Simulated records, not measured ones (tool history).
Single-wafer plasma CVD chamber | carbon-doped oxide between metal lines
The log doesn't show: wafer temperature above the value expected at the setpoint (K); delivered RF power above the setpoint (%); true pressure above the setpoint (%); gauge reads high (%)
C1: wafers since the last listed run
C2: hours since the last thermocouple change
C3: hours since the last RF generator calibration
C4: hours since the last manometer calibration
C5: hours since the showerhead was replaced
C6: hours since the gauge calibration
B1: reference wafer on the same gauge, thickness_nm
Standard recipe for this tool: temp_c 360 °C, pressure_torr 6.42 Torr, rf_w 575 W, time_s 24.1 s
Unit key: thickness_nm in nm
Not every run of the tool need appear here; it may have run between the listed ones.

run 1 day=0.000 | temp_c=348 pressure_torr=6.42 rf_w=575 time_s=24.1 | C1=0 C2=1580.8 C3=1704.7 C4=1301.0 C5=3888.9 C6=100.5 | B1=160.973 | thickness_nm=129.774
run 2 day=0.488 | temp_c=348 pressure_torr=6.42 rf_w=575 time_s=24.1 | C1=260 C2=1592.5 C3=1716.4 C4=1312.7 C5=3900.6 C6=112.2 | B1=160.986 | thickness_nm=129.897
run 3 day=0.825 | temp_c=367 pressure_torr=6.42 rf_w=575 time_s=24.1 | C1=180 C2=1600.6 C3=1724.5 C4=1320.8 C5=3908.7 C6=120.3 | B1=161.065 | thickness_nm=122.419
run 4 day=1.400 | temp_c=367 pressure_torr=6.42 rf_w=575 time_s=24.1 | C1=307 C2=1614.4 C3=1738.3 C4=1334.6 C5=3922.5 C6=134.1 | B1=160.938 | thickness_nm=122.462
run 5 day=1.846 | temp_c=367 pressure_torr=6.42 rf_w=575 time_s=24.1 | C1=238 C2=1625.1 C3=1749.0 C4=1345.3 C5=3933.2 C6=144.8 | B1=160.951 | thickness_nm=122.718
run 6 day=2.533 | temp_c=360 pressure_torr=6.42 rf_w=575 time_s=25.1 | C1=367 C2=1641.6 C3=1765.5 C4=1361.8 C5=3949.7 C6=161.3 | B1=161.008 | thickness_nm=130.084
run 7 day=3.029 | temp_c=360 pressure_torr=6.42 rf_w=575 time_s=25.1 | C1=265 C2=1653.5 C3=1777.4 C4=1373.7 C5=3961.6 C6=173.2 | B1=161.031 | thickness_nm=129.669
-- day=3.596 thermocouple changed; heater temperature recalibrated
run 8 day=3.617 | temp_c=360 pressure_torr=6.42 rf_w=575 time_s=25.1 | C1=136 C2=0.5 C3=1791.5 C4=1387.8 C5=3975.7 C6=187.3 | B1=160.865 | thickness_nm=130.178
run 9 day=3.738 | temp_c=366 pressure_torr=6.42 rf_w=575 time_s=24.1 | C1=64 C2=3.4 C3=1794.4 C4=1390.7 C5=3978.6 C6=190.2 | B1=161.021 | thickness_nm=123.263
-- day=4.279 gauge calibrated
run 10 day=4.317 | temp_c=360 pressure_torr=6.42 rf_w=470 time_s=28.3 | C1=309 C2=17.3 C3=1808.3 C4=1404.6 C5=3992.5 C6=0.9 | B1=161.030 | thickness_nm=121.875
-- day=4.800 showerhead replaced
-- day=5.258 capacitance manometer re-zeroed and calibrated
-- day=5.475 RF generator calibrated
run 11 day=5.496 | temp_c=366 pressure_torr=5.60 rf_w=530 time_s=24.1 | C1=156 C2=45.6 C3=0.5 C4=5.7 C5=16.7 C6=29.2 | B1=161.011 | thickness_nm=120.349
run 12 day=5.596 | temp_c=360 pressure_torr=6.42 rf_w=575 time_s=24.1 | C1=53 C2=48.0 C3=2.9 C4=8.1 C5=19.1 C6=31.6 | B1=160.909 | thickness_nm=133.664
run 13 day=7.246 | temp_c=360 pressure_torr=7.08 rf_w=670 time_s=20.8 | C1=882 C2=87.6 C3=42.5 C4=47.7 C5=58.7 C6=71.2 | B1=160.916 | thickness_nm=130.133
run 14 day=7.512 | temp_c=349 pressure_torr=7.57 rf_w=645 time_s=24.1 | C1=142 C2=94.0 C3=48.9 C4=54.1 C5=65.1 C6=77.6 | B1=160.984 | thickness_nm=152.524
run 15 day=8.179 | temp_c=360 pressure_torr=6.42 rf_w=540 time_s=24.1 | C1=356 C2=110.0 C3=64.9 C4=70.1 C5=81.1 C6=93.6 | B1=160.991 | thickness_nm=126.259

For run 16, what comes out?
run 16 day=8.475 | temp_c=360 pressure_torr=6.42 rf_w=575 time_s=24.1 | C1=158 C2=117.1 C3=72.0 C4=77.2 C5=88.2 C6=100.7 | B1=? | thickness_nm=?

For run 16 the tool returned B1 161.011, thickness_nm 132.297 nm.
Minus the tool's unlogged condition, the same run would have read thickness_nm 134.605 nm.

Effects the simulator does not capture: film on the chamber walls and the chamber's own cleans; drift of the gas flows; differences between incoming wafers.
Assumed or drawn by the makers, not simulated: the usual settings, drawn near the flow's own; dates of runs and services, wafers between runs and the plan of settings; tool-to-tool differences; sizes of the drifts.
